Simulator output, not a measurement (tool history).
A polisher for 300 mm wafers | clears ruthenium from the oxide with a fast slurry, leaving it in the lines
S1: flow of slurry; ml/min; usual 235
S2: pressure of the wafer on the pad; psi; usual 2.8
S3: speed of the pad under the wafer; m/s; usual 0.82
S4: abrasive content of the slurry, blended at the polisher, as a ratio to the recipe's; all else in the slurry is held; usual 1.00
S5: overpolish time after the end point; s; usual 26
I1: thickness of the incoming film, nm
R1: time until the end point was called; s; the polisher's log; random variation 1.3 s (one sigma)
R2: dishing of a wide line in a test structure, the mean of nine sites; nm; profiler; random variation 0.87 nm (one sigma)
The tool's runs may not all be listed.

run	day	S1	S2	S3	S4	S5	I1	R1	R2
1	0.000	235	2.8	0.82	1.00	26	293.2	112.4	56.5
2	3.242	235	2.8	0.82	1.00	26	296.6	114.3	57.0
# day 3.854: worn pad replaced by a new one
# day 4.379: slurry nozzle cleaned
# day 4.583: slurry blender recalibrated
3	6.596	235	2.8	0.82	1.00	26	291.6	118.9	52.5
4	11.075	235	2.8	0.82	1.00	26	292.5	122.9	53.5
5	15.208	235	2.8	0.82	1.10	26	284.7	115.1	54.3
# day 16.571: slurry blender recalibrated, repeated, since the last time left the tool worse
6	19.708	235	2.8	0.82	1.10	26	290.9	105.3	58.4
7	22.142	235	2.8	0.82	1.00	26	291.0	109.0	57.2
# day 22.525: worn pad replaced by a new one
8	24.629	235	2.8	0.82	1.00	26	290.2	107.6	57.6
# day 25.075: head pressure recalibrated
9	28.438	235	2.8	0.82	1.05	26	287.8	108.2	57.6
10	31.512	235	2.8	0.82	1.05	26	292.2	108.7	54.8
# day 33.662: slurry blender recalibrated
# day 34.796: slurry nozzle cleaned
11	35.717	235	2.8	0.82	1.05	26	283.9	101.1	59.1
12	37.971	290	2.8	0.82	1.00	26	289.9	106.2	57.1
13	41.238	235	2.1	0.82	0.90	26	292.4	151.1	44.0
14	43.650	235	2.4	0.82	1.00	11	288.3	124.2	23.8
# day 44.108: worn pad replaced by a new one
15	45.317	235	2.8	0.82	1.00	35	293.2	109.5	68.8
16	47.029	235	2.8	0.82	1.00	26	292.9	110.8	56.2
17	49.392	175	3.6	0.82	1.00	41	287.5	88.7	88.4
# day 53.000: slurry blender recalibrated
18	53.038	235	2.8	0.82	1.00	36	283.8	105.3	72.6
19	54.629	200	2.8	0.82	1.00	40	292.0	107.5	75.5
20	57.583	290	3.5	0.74	1.00	20	286.5	92.0	53.3
21	60.600	300	2.8	0.82	1.00	12	293.3	109.0	29.9
# day 61.462: worn pad replaced by a new one
# day 62.858: slurry nozzle cleaned
22	64.683	235	2.8	0.90	0.85	26	289.7	106.3	57.5
23	66.258	235	2.8	1.00	1.00	26	289.5	94.6	61.3
24	69.317	235	2.8	0.58	1.00	26	287.5	148.0	44.4
25	72.188	235	2.8	0.82	1.00	26	288.6	111.9	55.0
# day 73.112: slurry blender recalibrated
26	75.062	235	2.8	0.82	1.00	26	290.9	107.0	58.3
27	77.479	235	3.5	0.82	1.00	26	292.5	85.8	66.9
28	81.025	235	2.8	0.82	1.00	35	294.2	108.1	68.6
# day 82.921: worn pad replaced by a new one
29	84.800	235	2.8	0.82	1.00	22	287.2	109.8	49.1

Forecast each of these 3 alternatives for the next run:
A	84.821	235	2.8	0.82	1.00	26	289.9	?	?
B	84.821	235	2.8	0.82	1.00	16	289.9	?	?
C	84.821	235	2.2	0.82	1.00	26	289.9	?	?

run	R1	R2
A	108.8	56.5
B	108.8	38.1
C	138.5	46.7
Without the tool's hidden state the same runs would have given:
run	R1	R2
A	104.9	58.1
B	104.9	39.3
C	133.5	48.1

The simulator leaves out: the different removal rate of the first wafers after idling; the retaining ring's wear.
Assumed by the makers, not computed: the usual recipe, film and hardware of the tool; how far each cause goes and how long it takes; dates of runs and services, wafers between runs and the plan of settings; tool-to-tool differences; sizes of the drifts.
